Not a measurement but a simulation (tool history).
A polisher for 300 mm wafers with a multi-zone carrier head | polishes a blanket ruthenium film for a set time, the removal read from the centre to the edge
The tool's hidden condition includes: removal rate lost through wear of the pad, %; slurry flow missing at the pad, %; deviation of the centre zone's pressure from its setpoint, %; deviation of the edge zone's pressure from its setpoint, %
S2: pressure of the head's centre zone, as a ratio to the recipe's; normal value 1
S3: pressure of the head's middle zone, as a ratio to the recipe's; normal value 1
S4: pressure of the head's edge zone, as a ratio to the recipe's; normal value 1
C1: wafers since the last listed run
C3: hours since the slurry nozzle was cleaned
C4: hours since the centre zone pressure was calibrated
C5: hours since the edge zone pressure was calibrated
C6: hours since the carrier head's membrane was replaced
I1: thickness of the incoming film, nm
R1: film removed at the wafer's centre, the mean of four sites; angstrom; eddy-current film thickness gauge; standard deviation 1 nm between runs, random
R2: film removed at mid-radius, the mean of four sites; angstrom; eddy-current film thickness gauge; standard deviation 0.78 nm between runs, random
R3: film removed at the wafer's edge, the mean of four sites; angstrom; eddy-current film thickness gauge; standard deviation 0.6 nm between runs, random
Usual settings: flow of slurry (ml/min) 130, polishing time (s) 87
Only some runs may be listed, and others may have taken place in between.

run 1 hour=0 | flow_of_slurry_(ml/min)=130 S2=1 S3=1 S4=1 polishing_time_(s)=87 | C1=0 wafers_polished_on_this_pad=682 C3=316.6 C4=221.9 C5=1462 C6=565 | I1=333.5 | R1=853 R2=875 R3=883
run 2 hour=15.9 | flow_of_slurry_(ml/min)=130 S2=1 S3=1 S4=1 polishing_time_(s)=87 | C1=128 wafers_polished_on_this_pad=810 C3=332.5 C4=237.8 C5=1477.9 C6=580.9 | I1=330.5 | R1=844 R2=872 R3=891
run 3 hour=28.5 | flow_of_slurry_(ml/min)=130 S2=1 S3=1 S4=1 polishing_time_(s)=87 | C1=101 wafers_polished_on_this_pad=912 C3=345.1 C4=250.4 C5=1490.5 C6=593.5 | I1=328.8 | R1=835 R2=866 R3=883
run 4 hour=37.3 | flow_of_slurry_(ml/min)=145 S2=1 S3=1 S4=1 polishing_time_(s)=87 | C1=71 wafers_polished_on_this_pad=984 C3=353.9 C4=259.2 C5=1499.3 C6=602.3 | I1=326.1 | R1=862 R2=905 R3=889
run 5 hour=52.3 | flow_of_slurry_(ml/min)=145 S2=1 S3=1 S4=1 polishing_time_(s)=87 | C1=121 wafers_polished_on_this_pad=1105 C3=368.9 C4=274.2 C5=1514.3 C6=617.3 | I1=328.2 | R1=851 R2=898 R3=909
run 6 hour=61.4 | flow_of_slurry_(ml/min)=145 S2=1 S3=1 S4=1 polishing_time_(s)=87 | C1=73 wafers_polished_on_this_pad=1179 C3=378 C4=283.3 C5=1523.4 C6=626.4 | I1=327.2 | R1=851 R2=896 R3=898
-- hour=72.3 edge zone pressure recalibrated
run 7 hour=73.7 | flow_of_slurry_(ml/min)=130 S2=1 S3=1 S4=1 polishing_time_(s)=68 | C1=83 wafers_polished_on_this_pad=1262 C3=390.3 C4=295.6 C5=1.4 C6=638.7 | I1=333.1 | R1=646 R2=690 R3=692
-- hour=78.6 worn pad replaced by a new one
-- hour=111.3 carrier head's membrane replaced by a new one
-- hour=113.4 centre zone pressure recalibrated
run 8 hour=121 | flow_of_slurry_(ml/min)=130 S2=1 S3=1 S4=1 polishing_time_(s)=68 | C1=293 wafers_polished_on_this_pad=286 C3=437.6 C4=7.6 C5=48.7 C6=9.7 | I1=331.7 | R1=795 R2=686 R3=689
run 9 hour=130.1 | flow_of_slurry_(ml/min)=130 S2=1 S3=1 S4=1 polishing_time_(s)=68 | C1=73 wafers_polished_on_this_pad=360 C3=446.7 C4=16.7 C5=57.8 C6=18.8 | I1=329.7 | R1=822 R2=688 R3=696
run 10 hour=139 | flow_of_slurry_(ml/min)=130 S2=1 S3=1 S4=1 polishing_time_(s)=68 | C1=72 wafers_polished_on_this_pad=432 C3=455.6 C4=25.6 C5=66.7 C6=27.7 | I1=330.7 | R1=816 R2=681 R3=693
-- hour=145 slurry nozzle cleaned
run 11 hour=149.3 | flow_of_slurry_(ml/min)=130 S2=1.1 S3=1 S4=1.11 polishing_time_(s)=87 | C1=75 wafers_polished_on_this_pad=507 C3=4.3 C4=35.9 C5=77 C6=38 | I1=334.2 | R1=1136 R2=869 R3=917
-- hour=155.6 centre zone pressure recalibrated, repeated, since the last time left the tool worse
run 12 hour=157.5 | flow_of_slurry_(ml/min)=95 S2=1 S3=1 S4=1 polishing_time_(s)=87 | C1=50 wafers_polished_on_this_pad=557 C3=12.5 C4=1.9 C5=85.2 C6=46.2 | I1=323.8 | R1=786 R2=803 R3=825
run 13 hour=167.8 | flow_of_slurry_(ml/min)=130 S2=1.1 S3=1 S4=1 polishing_time_(s)=87 | C1=83 wafers_polished_on_this_pad=641 C3=22.8 C4=12.2 C5=95.5 C6=56.5 | I1=332.2 | R1=969 R2=866 R3=883
run 14 hour=175.6 | flow_of_slurry_(ml/min)=130 S2=1 S3=1 S4=1 polishing_time_(s)=104 | C1=63 wafers_polished_on_this_pad=704 C3=30.6 C4=20 C5=103.3 C6=64.3 | I1=329.8 | R1=1060 R2=1051 R3=1064
run 15 hour=193.3 | flow_of_slurry_(ml/min)=160 S2=1.04 S3=1.1 S4=1 polishing_time_(s)=78 | C1=143 wafers_polished_on_this_pad=847 C3=48.3 C4=37.7 C5=121 C6=82 | I1=332.2 | R1=877 R2=894 R3=814
run 16 hour=200.6 | flow_of_slurry_(ml/min)=115 S2=0.96 S3=1.06 S4=0.92 polishing_time_(s)=87 | C1=59 wafers_polished_on_this_pad=906 C3=55.6 C4=45 C5=128.3 C6=89.3 | I1=332.4 | R1=823 R2=876 R3=839
run 17 hour=213.6 | flow_of_slurry_(ml/min)=130 S2=1 S3=0.91 S4=1 polishing_time_(s)=59 | C1=105 wafers_polished_on_this_pad=1011 C3=68.6 C4=58 C5=141.3 C6=102.3 | I1=330.1 | R1=586 R2=556 R3=600
run 18 hour=226.4 | flow_of_slurry_(ml/min)=160 S2=1 S3=1.1 S4=1 polishing_time_(s)=87 | C1=103 wafers_polished_on_this_pad=1115 C3=81.4 C4=70.8 C5=154.1 C6=115.1 | I1=329.5 | R1=933 R2=985 R3=907

Forecast each of these 3 alternatives for the next run:
run A hour=226.8 | flow_of_slurry_(ml/min)=130 S2=1 S3=1 S4=1 polishing_time_(s)=87 | C1=3 wafers_polished_on_this_pad=1118 C3=81.8 C4=71.2 C5=154.5 C6=115.5 | I1=334.7 | R1=? R2=? R3=?
run B hour=226.8 | flow_of_slurry_(ml/min)=160 S2=1 S3=1 S4=0.93 polishing_time_(s)=87 | C1=3 wafers_polished_on_this_pad=1118 C3=81.8 C4=71.2 C5=154.5 C6=115.5 | I1=334.7 | R1=? R2=? R3=?
run C hour=226.8 | flow_of_slurry_(ml/min)=130 S2=1.05 S3=1 S4=1 polishing_time_(s)=87 | C1=3 wafers_polished_on_this_pad=1118 C3=81.8 C4=71.2 C5=154.5 C6=115.5 | I1=334.7 | R1=? R2=? R3=?

run=A R1=881 R2=868 R3=881
run=B R1=927 R2=908 R3=878
run=C R1=926 R2=868 R3=881
Had the tool no hidden state, the same runs would have come out as:
run=A R1=888 R2=868 R3=881
run=B R1=934 R2=908 R3=878
run=C R1=933 R2=868 R3=881
